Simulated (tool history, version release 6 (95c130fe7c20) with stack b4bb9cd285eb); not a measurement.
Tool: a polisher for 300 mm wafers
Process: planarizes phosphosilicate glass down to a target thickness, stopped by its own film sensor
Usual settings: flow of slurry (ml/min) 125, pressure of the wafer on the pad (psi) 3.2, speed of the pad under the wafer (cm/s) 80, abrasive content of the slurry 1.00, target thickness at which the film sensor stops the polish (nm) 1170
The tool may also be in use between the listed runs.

run,hour,flow of slurry (ml/min),pressure of the wafer on the pad (psi),speed of the pad under the wafer (cm/s),abrasive content of the slurry,target thickness at which the film sensor stops the polish (nm),wafers since the last listed run,wafers polished on this pad,hours since the slurry nozzle was cleaned,hours since the head pressure was calibrated,hours since the slurry blender was calibrated,hours since the conditioning disc was replaced,"incoming thickness of the incoming film, nm",time until the film sensor stopped the polish (s)
1,0.0,125,3.2,80,1.00,1170,0,179,234.9,898.8,77.0,352.4,2084.0,116.7
2,22.9,125,3.2,80,1.00,1170,188,367,257.8,921.7,99.9,375.3,2098.6,120.0
3,49.5,125,3.2,80,1.00,1170,219,586,284.4,948.3,126.5,401.9,2082.3,128.6
# hour 88.1: worn pad replaced by a new one
4,94.2,125,3.2,80,1.00,1170,335,50,329.1,993.0,171.2,446.6,2105.7,136.0
5,109.5,125,3.2,60,0.80,1170,125,176,344.4,1008.3,186.5,461.9,2093.7,203.3
# hour 115.7: slurry blender recalibrated
6,140.5,125,3.2,60,0.80,1170,238,415,375.4,1039.3,24.8,492.9,2072.5,158.9
7,170.6,125,3.2,80,1.20,1170,247,663,405.5,1069.4,54.9,523.0,2068.5,104.6
# hour 184.3: worn pad replaced by a new one
# hour 193.7: head pressure recalibrated
8,197.4,125,3.2,80,1.00,1170,171,91,432.3,3.7,81.7,549.8,2089.1,119.5
9,221.0,125,3.2,80,1.00,1170,194,285,455.9,27.3,105.3,573.4,2079.3,117.3
10,242.4,125,2.9,80,1.15,1370,176,461,477.3,48.7,126.7,594.8,2093.1,102.0
# hour 257.4: slurry nozzle cleaned
# hour 262.7: conditioning disc replaced and pad reconditioned
11,276.5,90,2.2,62,1.20,1170,256,718,19.1,82.8,160.8,13.8,2105.3,211.1
# hour 284.5: worn pad replaced by a new one
# hour 288.5: slurry blender recalibrated
12,302.5,80,3.2,80,1.00,1372,164,132,45.1,108.8,14.0,39.8,2114.5,95.5
13,331.4,125,3.2,80,1.00,1170,237,370,74.0,137.7,42.9,68.7,2092.5,114.6
# hour 398.4: worn pad replaced by a new one
14,406.7,125,3.2,80,1.00,1170,587,68,149.3,213.0,118.2,144.0,2105.6,118.8
15,434.0,125,3.2,54,0.90,1170,224,293,176.6,240.3,145.5,171.3,2074.2,174.6
16,451.6,80,3.2,80,0.70,1170,144,437,194.2,257.9,163.1,188.9,2067.6,159.4
17,487.0,125,3.2,80,1.00,1393,291,729,229.6,293.3,198.5,224.3,2062.6,99.6
# hour 508.9: slurry blender recalibrated
# hour 512.9: worn pad replaced by a new one
18,513.4,155,2.3,58,1.20,1170,167,4,256.0,319.7,4.5,250.7,2074.4,183.6

Forecast each of these 3 alternatives for the next run:
A,513.9,125,3.2,80,1.00,1170,4,8,256.5,320.2,5.0,251.2,2136.4,?
B,513.9,125,3.8,52,0.80,1170,4,8,256.5,320.2,5.0,251.2,2136.4,?
C,513.9,125,3.2,80,1.00,1428,4,8,256.5,320.2,5.0,251.2,2136.4,?

run,time until the film sensor stopped the polish (s)
A,122.3
B,161.3
C,89.7
Without the tool's hidden state the same runs would have given:
run,time until the film sensor stopped the polish (s)
A,115.9
B,152.5
C,85.0
